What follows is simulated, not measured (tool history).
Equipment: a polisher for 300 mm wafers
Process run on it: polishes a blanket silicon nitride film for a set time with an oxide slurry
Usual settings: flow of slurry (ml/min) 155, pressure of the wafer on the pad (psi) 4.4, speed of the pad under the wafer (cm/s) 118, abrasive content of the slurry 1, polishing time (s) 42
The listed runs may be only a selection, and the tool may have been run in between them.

run,hour,flow of slurry (ml/min),pressure of the wafer on the pad (psi),speed of the pad under the wafer (cm/s),abrasive content of the slurry,polishing time (s),wafers since the last listed run,wafers polished on this pad,hours since the slurry nozzle was cleaned,hours since the head pressure was calibrated,hours since the slurry blender was calibrated,hours since the conditioning disc was replaced,"incoming thickness of the incoming film, nm",film removed (angstrom)
1,0,155,3.7,118,1.15,42,0,1251,568.2,1184.9,188.1,61.5,250.8,299
# hour 32.2: worn pad replaced by a new one
2,32.7,200,4.4,100,1,42,262,4,600.9,1217.6,220.8,94.2,250.6,297
3,57.4,155,4.4,118,1,42,225,229,625.6,1242.3,245.5,118.9,248.4,324
# hour 59.2: slurry nozzle cleaned
# hour 63.2: head pressure recalibrated
4,81.8,155,4.4,118,1,42,195,425,22.6,18.6,269.9,143.3,251.8,365
5,106.1,155,4.4,118,1,42,221,647,46.9,42.9,294.2,167.6,246.6,363
# hour 213.7: conditioning disc replaced and pad reconditioned
# hour 214.3: worn pad replaced by a new one
6,214.8,155,4.4,118,1,39,969,4,155.6,151.6,402.9,1.1,252,327
7,241.4,155,4.4,118,1,39,242,247,182.2,178.2,429.5,27.7,246.8,327
8,268.2,155,4.4,118,1,39,244,492,209,205,456.3,54.5,251.1,325
# hour 290.9: slurry blender recalibrated
9,302.8,155,4.4,118,1,42,297,790,243.6,239.6,11.9,89.1,249.9,351
10,332.7,155,3.2,118,1,42,273,1063,273.5,269.5,41.8,119,249.5,253
11,358.2,155,4.4,118,1,42,232,1296,299,295,67.3,144.5,247.8,348
12,373.3,155,4.4,118,1,42,137,1434,314.1,310.1,82.4,159.6,245.6,346
# hour 386: worn pad replaced by a new one
13,407.3,155,4.4,118,1,42,274,194,348.1,344.1,116.4,193.6,247.9,344
14,419.4,170,4.4,106,1,42,110,304,360.2,356.2,128.5,205.7,252.8,317
15,438.3,155,3.7,118,1.3,42,172,477,379.1,375.1,147.4,224.6,250.8,330
16,463.9,155,3.4,136,1,47,233,711,404.7,400.7,173,250.2,249.5,335
17,477.3,155,4.9,118,1,42,122,833,418.1,414.1,186.4,263.6,249.3,380
18,490.1,155,5.4,118,1,42,116,950,430.9,426.9,199.2,276.4,250,415
# hour 506.7: conditioning disc replaced and pad reconditioned
19,521.8,200,4.4,118,1,37,271,1221,462.6,458.6,230.9,15.1,249.1,317
20,554.3,110,5.7,118,1,27,296,1518,495.1,491.1,263.4,47.6,251.1,256
21,568,155,4.4,118,1,42,125,1643,508.8,504.8,277.1,61.3,247.2,336
22,583.6,155,4.4,118,1,42,142,1786,524.4,520.4,292.7,76.9,253.4,338
# hour 592.3: worn pad replaced by a new one
23,603.4,155,5.6,96,1,42,144,101,544.2,540.2,312.5,96.7,249.6,356
# hour 630.6: slurry nozzle cleaned
24,631.5,155,3.8,118,1.2,42,247,348,0.9,568.3,340.6,124.8,252.6,339
25,654.1,155,5.6,118,1,42,206,554,23.5,590.9,363.2,147.4,251.5,448
26,669.8,200,4.4,118,1,37,143,698,39.2,606.6,378.9,163.1,250.9,325
27,691.7,155,4.4,118,1,42,200,898,61.1,628.5,400.8,185,250.1,351

For some of the steps in film removed (angstrom) from one run to the next: how much would appear even if the tool had no hidden state, given the settings, what came in and random variation, and how much remains for the hidden state plus any gauge scatter that the measured result and the result without hidden state don't share?
The hidden state here: removal rate lost through wear of the pad, %; slurry flow missing at the pad, %; deviation of the head's pressure from its setpoint, %; abrasive missing from the slurry, %; time polished since the conditioner stopped cutting, s.
Run 3 -> 4: slurry nozzle cleaned, head pressure recalibrated. film removed (angstrom) +41: hidden state +41, all else +0.
Run 23 -> 24: pressure of the wafer on the pad (psi) 5.6 -> 3.8, speed of the pad under the wafer (cm/s) 96 -> 118, abrasive content of the slurry 1 -> 1.2, slurry nozzle cleaned. film removed (angstrom) -17: hidden state +22, all else -39.
Run 24 -> 25: pressure of the wafer on the pad (psi) 3.8 -> 5.6, abrasive content of the slurry 1.2 -> 1. film removed (angstrom) +109: hidden state -8, all else +117.
Run 25 -> 26: flow of slurry (ml/min) 155 -> 200, pressure of the wafer on the pad (psi) 5.6 -> 4.4, polishing time (s) 42 -> 37. film removed (angstrom) -123: hidden state +6, all else -129.
